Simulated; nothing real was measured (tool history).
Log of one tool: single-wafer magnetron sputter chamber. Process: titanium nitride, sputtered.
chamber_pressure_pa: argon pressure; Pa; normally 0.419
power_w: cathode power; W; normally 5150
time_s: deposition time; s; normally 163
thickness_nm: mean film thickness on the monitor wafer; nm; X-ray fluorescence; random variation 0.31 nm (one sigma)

| run | day | chamber_pressure_pa | power_w | time_s | wafers since the last listed run | wafers on the sputter target | hours since the last manometer calibration | hours since the magnet pack was replaced | hours since the gauge calibration | read-back reference wafer on the same gauge, thickness_nm | thickness_nm |
|---|---|---|---|---|---|---|---|---|---|---|---|
| 1 | 0.000 | 0.419 | 5150 | 163 | 0 | 3577 | 1225.4 | 9961.6 | 192.9 | 173.202 | 145.879 |
| 2 | 1.500 | 0.318 | 5150 | 178 | 269 | 3846 | 1261.4 | 9997.6 | 228.9 | 173.056 | 163.664 |
| 3 | 4.050 | 0.486 | 4200 | 163 | 457 | 4304 | 1322.6 | 10058.8 | 290.1 | 172.796 | 125.564 |
| 4 | 5.058 | 0.486 | 4200 | 163 | 180 | 4485 | 1346.8 | 10083.0 | 314.3 | 172.723 | 125.746 |
| 5 | 6.279 | 0.419 | 5150 | 163 | 219 | 4704 | 1376.1 | 10112.3 | 343.6 | 172.600 | 145.128 |
| 6 | 7.521 | 0.419 | 5150 | 163 | 222 | 4927 | 1405.9 | 10142.1 | 373.4 | 172.442 | 145.540 |
|  | 9.525 | capacitance manometer re-zeroed and calibrated |
| 7 | 10.167 | 0.419 | 5150 | 163 | 414 | 5341 | 15.4 | 10205.6 | 436.9 | 172.194 | 145.317 |
| 8 | 12.079 | 0.419 | 5150 | 146 | 343 | 5685 | 61.3 | 10251.5 | 482.8 | 172.145 | 129.553 |
| 9 | 14.925 | 0.419 | 5150 | 163 | 510 | 6195 | 129.6 | 10319.8 | 551.1 | 172.032 | 144.342 |
| 10 | 16.683 | 0.419 | 5150 | 163 | 315 | 6511 | 171.8 | 10362.0 | 593.3 | 171.739 | 144.816 |
| 11 | 19.583 | 0.554 | 5900 | 183 | 520 | 7031 | 241.4 | 10431.6 | 662.9 | 171.577 | 170.613 |
| 12 | 21.358 | 0.554 | 5600 | 142 | 318 | 7350 | 284.0 | 10474.2 | 705.5 | 171.476 | 128.001 |
|  | 22.562 | magnet pack replaced |
| 13 | 23.904 | 0.541 | 6250 | 153 | 397 | 7747 | 345.1 | 32.2 | 766.6 | 171.421 | 149.371 |
|  | 28.867 | sputter target and shields replaced |
| 14 | 30.092 | 0.325 | 5150 | 163 | 1050 | 219 | 493.6 | 180.7 | 915.1 | 171.140 | 147.461 |
| 15 | 32.279 | 0.419 | 5650 | 163 | 392 | 612 | 546.1 | 233.2 | 967.6 | 170.882 | 153.347 |
| 16 | 33.592 | 0.318 | 5150 | 178 | 235 | 847 | 577.6 | 264.7 | 999.1 | 170.949 | 161.989 |
| 17 | 36.538 | 0.419 | 5900 | 153 | 528 | 1376 | 648.3 | 335.4 | 1069.8 | 170.819 | 147.938 |
| 18 | 39.317 | 0.419 | 4650 | 133 | 498 | 1875 | 715.0 | 402.1 | 1136.5 | 170.820 | 109.764 |
| 19 | 41.000 | 0.419 | 5150 | 163 | 302 | 2177 | 755.4 | 442.5 | 1176.9 | 170.718 | 143.929 |
| 20 | 43.271 | 0.419 | 5150 | 163 | 407 | 2584 | 809.9 | 497.0 | 1231.4 | 170.527 | 143.886 |
| 21 | 45.562 | 0.567 | 6250 | 179 | 411 | 2995 | 864.9 | 552.0 | 1286.4 | 170.593 | 172.164 |
| 22 | 47.308 | 0.354 | 5150 | 153 | 313 | 3309 | 906.8 | 593.9 | 1328.3 | 170.440 | 137.792 |
| 23 | 48.554 | 0.322 | 5150 | 163 | 223 | 3532 | 936.7 | 623.8 | 1358.2 | 170.559 | 147.822 |
| 24 | 50.438 | 0.419 | 5800 | 131 | 337 | 3870 | 981.9 | 669.0 | 1403.4 | 170.357 | 124.566 |
| 25 | 52.654 | 0.271 | 6000 | 148 | 397 | 4268 | 1035.1 | 722.2 | 1456.6 | 170.481 | 150.925 |
| 26 | 54.854 | 0.419 | 4350 | 131 | 394 | 4663 | 1087.9 | 775.0 | 1509.4 | 170.203 | 103.799 |
| 27 | 56.067 | 0.419 | 5150 | 163 | 217 | 4880 | 1117.0 | 804.1 | 1538.5 | 170.437 | 143.235 |
| 28 | 57.638 | 0.534 | 5650 | 142 | 281 | 5162 | 1154.7 | 841.8 | 1576.2 | 170.236 | 128.660 |
| 29 | 59.050 | 0.329 | 6250 | 134 | 253 | 5416 | 1188.6 | 875.7 | 1610.1 | 170.275 | 138.289 |
| 30 | 60.942 | 0.419 | 5150 | 163 | 339 | 5755 | 1234.0 | 921.1 | 1655.5 | 170.174 | 143.411 |
| 31 | 63.942 | 0.525 | 5550 | 163 | 538 | 6294 | 1306.0 | 993.1 | 1727.5 | 170.116 | 145.915 |
| 32 | 65.779 | 0.419 | 4350 | 163 | 329 | 6623 | 1350.1 | 1037.2 | 1771.6 | 169.992 | 128.855 |
| 33 | 67.729 | 0.282 | 5150 | 163 | 349 | 6973 | 1396.9 | 1084.0 | 1818.4 | 170.147 | 149.308 |
| 34 | 68.967 | 0.318 | 5150 | 178 | 222 | 7195 | 1426.6 | 1113.7 | 1848.1 | 170.117 | 161.385 |
|  | 70.696 | capacitance manometer re-zeroed and calibrated |
| 35 | 71.096 | 0.514 | 3900 | 137 | 322 | 7518 | 9.6 | 1164.8 | 1899.2 | 170.025 | 98.398 |

4 ways to go on from here, each from the tool as it stands after run 35. What would each give?
| A | 71.112 | 0.419 | 5150 | 193 | 2 | 7521 | 10.0 | 1165.2 | 1899.6 | ? | ? |
| B | 71.112 | 0.367 | 4250 | 154 | 2 | 7521 | 10.0 | 1165.2 | 1899.6 | ? | ? |
| C | 71.112 | 0.419 | 4000 | 163 | 2 | 7521 | 10.0 | 1165.2 | 1899.6 | ? | ? |
| D | 71.112 | 0.495 | 5500 | 154 | 2 | 7521 | 10.0 | 1165.2 | 1899.6 | ? | ? |

| run | read-back reference wafer on the same gauge, thickness_nm | thickness_nm |
|---|---|---|
| A | 170.039 | 169.944 |
| B | 170.039 | 121.953 |
| C | 170.039 | 122.539 |
| D | 170.039 | 138.498 |
The same runs, with their run-to-run variation unchanged, on a tool lacking any hidden condition would have given:
| run | thickness_nm |
|---|---|
| A | 174.852 |
| B | 125.475 |
| C | 126.077 |
| D | 142.498 |
